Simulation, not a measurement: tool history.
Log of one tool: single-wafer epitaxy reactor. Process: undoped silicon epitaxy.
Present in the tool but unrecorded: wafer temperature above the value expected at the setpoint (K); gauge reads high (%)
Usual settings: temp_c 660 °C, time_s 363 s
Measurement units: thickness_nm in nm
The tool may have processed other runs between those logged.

run	hour	temp_c	time_s	wafers since the last listed run	hours since the last pyrometer calibration	hours since the gauge calibration	read-back reference wafer on the same gauge, thickness_nm	thickness_nm
1	0	660	363	0	2988.3	117	61.068	88.501
2	10.6	660	363	39	2998.9	127.6	61.033	88.288
3	17.2	660	363	24	3005.5	134.2	60.977	88.297
4	30.1	660	363	47	3018.4	147.1	61.006	88.263
5	36.4	660	363	23	3024.7	153.4	60.967	88.792
6	46.6	660	363	37	3034.9	163.6	61.024	87.978
7	53.6	660	363	26	3041.9	170.6	60.975	88.779
8	67.8	668	363	52	3056.1	184.8	60.91	107.65
9	79.8	668	363	44	3068.1	196.8	61.003	106.97
10	96.5	668	363	62	3084.8	213.5	61.073	107.64
11	112.4	669	402	59	3100.7	229.4	61.013	121.992
12	118.8	660	363	23	3107.1	235.8	61.02	88.746
# hour 129.7: pyrometer calibrated
13	134.3	660	363	27	4.6	251.3	61.125	73.318
14	147.5	660	363	49	17.8	264.5	61.029	73.93
15	154.6	660	363	26	24.9	271.6	60.993	73.767
16	161.3	660	302	24	31.6	278.3	61	61.35
17	205	660	363	162	75.3	322	61.081	73.366
18	215.8	660	363	40	86.1	332.8	60.942	73.739
19	231.9	670	363	59	102.2	348.9	61.039	94.191
# hour 240.2: gauge calibrated
20	247.8	660	398	59	118.1	7.6	61.003	81.146
21	261.4	660	333	50	131.7	21.2	61.054	67.932
22	273.1	667	327	43	143.4	32.9	60.983	78.647
23	288.6	660	363	57	158.9	48.4	61.042	74.47
24	301.6	660	363	48	171.9	61.4	60.989	73.871
25	322.2	650	302	76	192.5	82	61.033	48.325
26	337.3	660	329	56	207.6	97.1	61.037	67.269
27	345.9	673	408	31	216.2	105.7	60.991	114.702
28	357.7	666	430	43	228	117.5	61.067	101.994
29	375	660	363	64	245.3	134.8	60.975	74.244
30	391.1	674	412	59	261.4	150.9	60.955	117.922
31	403.8	652	416	47	274.1	163.6	60.984	69.994

Measured minus without-hidden-state, run by run (identical run-to-run variation in each term; gauge scatter may differ):
run	thickness_nm
1	+14.033
2	+14.04
3	+14.068
4	+14.113
5	+14.222
6	+14.132
7	+14.288
8	+17.087
9	+17.035
10	+17.22
11	+19.558
12	+14.538
13	-0.759
14	-0.712
15	-0.681
16	-0.545
17	-0.478
18	-0.437
19	-0.465
20	-0.34
21	-0.235
22	-0.218
23	-0.149
24	-0.096
25	-0.009
26	+0.042
27	+0.121
28	+0.173
29	+0.197
30	+0.4
31	+0.299
